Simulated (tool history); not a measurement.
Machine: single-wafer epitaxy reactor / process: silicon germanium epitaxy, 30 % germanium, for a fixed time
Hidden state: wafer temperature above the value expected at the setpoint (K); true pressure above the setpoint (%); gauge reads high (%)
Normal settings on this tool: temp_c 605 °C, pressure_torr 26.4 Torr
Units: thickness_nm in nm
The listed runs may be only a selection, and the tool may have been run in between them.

run,hour,temp_c,pressure_torr,wafers since the last listed run,hours since the last pyrometer calibration,hours since the last manometer calibration,hours since the showerhead was replaced,hours since the gauge calibration,"read-back reference wafer on the same gauge, thickness_nm",thickness_nm
1,0,605,30.8,0,2145.1,1613.3,8306.9,608.2,67.476,74.056
2,7.9,605,30.8,165,2153,1621.2,8314.8,616.1,67.377,73.717
3,17.7,605,26.4,204,2162.8,1631,8324.6,625.9,67.597,69.814
4,27.6,605,26.4,206,2172.7,1640.9,8334.5,635.8,67.547,69.77
5,39.6,605,26.4,250,2184.7,1652.9,8346.5,647.8,67.565,69.377
6,46.1,605,26.4,135,2191.2,1659.4,8353,654.3,67.701,69.074
7,61,605,26.4,311,2206.1,1674.3,8367.9,669.2,67.455,69.731
8,72.6,605,26.4,242,2217.7,1685.9,8379.5,680.8,67.48,69.243
9,85.8,605,26.4,275,2230.9,1699.1,8392.7,694,67.442,69.908
# hour 89.8: gauge calibrated
10,93.2,605,26.4,154,2238.3,1706.5,8400.1,3.4,67.683,69.496
11,99.5,605,26.4,131,2244.6,1712.8,8406.4,9.7,67.679,69.214
12,117.4,605,26.4,373,2262.5,1730.7,8424.3,27.6,67.597,69.005
13,125,601,26.4,158,2270.1,1738.3,8431.9,35.2,67.571,65.127
14,132.1,595,29,148,2277.2,1745.4,8439,42.3,67.668,60.454
15,143.2,599,20.1,231,2288.3,1756.5,8450.1,53.4,67.586,56.979
16,149.6,612,22.4,133,2294.7,1762.9,8456.5,59.8,67.515,72.543
17,165.6,605,26.4,334,2310.7,1778.9,8472.5,75.8,67.723,68.311
# hour 178.2: pyrometer calibrated
18,179.3,605,26.4,119,1.1,1792.6,8486.2,89.5,67.741,75.569
# hour 190.5: showerhead replaced
19,192.5,610,26.4,108,14.3,1805.8,2,102.7,67.786,81.889
20,207.2,605,32.6,307,29,1820.5,16.7,117.4,67.652,81.647
# hour 222: capacitance manometer re-zeroed and calibrated
21,222.5,605,23.9,152,44.3,0.5,32,132.7,67.823,72.501
22,236.1,620,26.4,284,57.9,14.1,45.6,146.3,67.666,95.501
23,242.7,605,31.4,137,64.5,20.7,52.2,152.9,67.71,80.365
24,249.9,597,30,150,71.7,27.9,59.4,160.1,67.823,69.723
25,256.2,612,22.1,131,78,34.2,65.7,166.4,67.486,78.544
26,273.5,605,26.4,361,95.3,51.5,83,183.7,67.522,75.526
27,286.2,598,26.4,265,108,64.2,95.7,196.4,67.618,66.887
28,303,605,26.4,350,124.8,81,112.5,213.2,67.714,75.36
29,315.8,610,31.6,267,137.6,93.8,125.3,226,67.616,87.564
30,333.7,597,32.5,373,155.5,111.7,143.2,243.9,67.627,71.28
31,351.2,616,26.4,365,173,129.2,160.7,261.4,67.605,89.49
32,380.9,605,26.4,620,202.7,158.9,190.4,291.1,67.625,75.553
33,396.1,595,26.4,317,217.9,174.1,205.6,306.3,67.665,64.186
34,412.4,597,26.4,340,234.2,190.4,221.9,322.6,67.576,66.155
35,422.3,619,30.1,206,244.1,200.3,231.8,332.5,67.6,98.005

Consider 4 possible next runs. They are alternatives, not a sequence: every one starts from the tool as it was left by run 35. What does each give?
A,422.7,605,26.4,8,244.5,200.7,232.2,332.9,?,?
B,422.7,592,30.9,8,244.5,200.7,232.2,332.9,?,?
C,422.7,605,31.5,8,244.5,200.7,232.2,332.9,?,?
D,422.7,616,23.2,8,244.5,200.7,232.2,332.9,?,?

run,"read-back reference wafer on the same gauge, thickness_nm",thickness_nm
A,67.701,75.006
B,67.701,64.427
C,67.701,80.003
D,67.701,85.122
With the hidden condition removed and each run's random variation left untouched, the same runs would have given:
run,thickness_nm
A,75.418
B,64.79
C,80.443
D,85.579
